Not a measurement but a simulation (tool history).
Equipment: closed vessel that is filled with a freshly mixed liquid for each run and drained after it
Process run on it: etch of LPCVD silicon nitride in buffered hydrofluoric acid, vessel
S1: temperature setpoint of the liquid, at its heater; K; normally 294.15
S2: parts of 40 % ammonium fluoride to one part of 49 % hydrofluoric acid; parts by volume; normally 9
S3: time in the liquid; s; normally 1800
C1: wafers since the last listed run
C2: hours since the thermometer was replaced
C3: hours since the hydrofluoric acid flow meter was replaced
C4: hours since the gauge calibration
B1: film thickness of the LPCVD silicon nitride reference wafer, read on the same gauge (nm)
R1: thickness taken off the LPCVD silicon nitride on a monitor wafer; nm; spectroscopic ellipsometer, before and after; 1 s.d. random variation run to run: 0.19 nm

run 1 day=0 | S1=295.65 S2=9 S3=960 | C1=0 C2=779.3 C3=864.7 C4=17.6 | B1=120.02 | R1=15.46
run 2 day=0.304 | S1=295.65 S2=9 S3=960 | C1=213 C2=786.6 C3=872 C4=24.9 | B1=119.98 | R1=15.59
run 3 day=0.567 | S1=295.65 S2=9 S3=960 | C1=183 C2=792.9 C3=878.3 C4=31.2 | B1=120.02 | R1=15.52
run 4 day=0.875 | S1=294.15 S2=9 S3=2055 | C1=216 C2=800.3 C3=885.7 C4=38.6 | B1=120 | R1=30.5
run 5 day=1.217 | S1=294.15 S2=9 S3=2055 | C1=239 C2=808.5 C3=893.9 C4=46.8 | B1=120.01 | R1=30.68
run 6 day=1.483 | S1=292.15 S2=7 S3=1800 | C1=186 C2=814.9 C3=900.3 C4=53.2 | B1=119.99 | R1=31.46
run 7 day=2.071 | S1=292.15 S2=7 S3=1800 | C1=411 C2=829 C3=914.4 C4=67.3 | B1=119.98 | R1=31.26
run 8 day=2.662 | S1=294.15 S2=10.5 S3=1800 | C1=414 C2=843.2 C3=928.6 C4=81.5 | B1=119.98 | R1=23.81
run 9 day=3.225 | S1=294.15 S2=10.5 S3=1800 | C1=394 C2=856.7 C3=942.1 C4=95 | B1=119.99 | R1=23.87
run 10 day=3.55 | S1=294.15 S2=9 S3=2390 | C1=227 C2=864.5 C3=949.9 C4=102.8 | B1=119.98 | R1=35.21
run 11 day=4.246 | S1=294.15 S2=9 S3=2390 | C1=487 C2=881.2 C3=966.6 C4=119.5 | B1=119.98 | R1=35.11
run 12 day=4.833 | S1=295.65 S2=9 S3=1800 | C1=411 C2=895.3 C3=980.7 C4=133.6 | B1=120.06 | R1=28.89
-- day=5.892 thermometer replaced
run 13 day=6.662 | S1=291.15 S2=9 S3=2755 | C1=1252 C2=18.5 C3=1024.6 C4=177.5 | B1=120.02 | R1=34.8
-- day=6.971 gauge calibrated
run 14 day=7.338 | S1=294.15 S2=7 S3=1800 | C1=473 C2=34.7 C3=1040.8 C4=8.8 | B1=120.03 | R1=34.84
run 15 day=7.983 | S1=297.65 S2=7 S3=1190 | C1=452 C2=50.2 C3=1056.3 C4=24.3 | B1=119.99 | R1=28.04
run 16 day=8.383 | S1=294.15 S2=9 S3=1800 | C1=280 C2=59.8 C3=1065.9 C4=33.9 | B1=119.98 | R1=26.66
-- day=8.825 hydrofluoric acid flow meter replaced
run 17 day=9.038 | S1=294.15 S2=9 S3=2055 | C1=429 C2=75.5 C3=5.1 C4=49.6 | B1=120.01 | R1=30.45
run 18 day=9.788 | S1=296.15 S2=7 S3=1315 | C1=525 C2=93.5 C3=23.1 C4=67.6 | B1=119.99 | R1=28.98
run 19 day=10.092 | S1=295.65 S2=11 S3=1800 | C1=213 C2=100.8 C3=30.4 C4=74.9 | B1=120 | R1=24.7
run 20 day=10.642 | S1=297.65 S2=9 S3=1800 | C1=385 C2=114 C3=43.6 C4=88.1 | B1=120.04 | R1=32.6
run 21 day=11.188 | S1=294.15 S2=9 S3=1800 | C1=382 C2=127.1 C3=56.7 C4=101.2 | B1=120.02 | R1=26.59
run 22 day=11.475 | S1=290.15 S2=10 S3=1205 | C1=201 C2=134 C3=63.6 C4=108.1 | B1=120.03 | R1=13.49

Give the tool's hidden conditions for every run:
liquid hotter than its thermometer reads (K): 0 on each run
hydrofluoric acid flow below the setpoint (%): 0 on each run
gauge reads high (%): 0 on each run
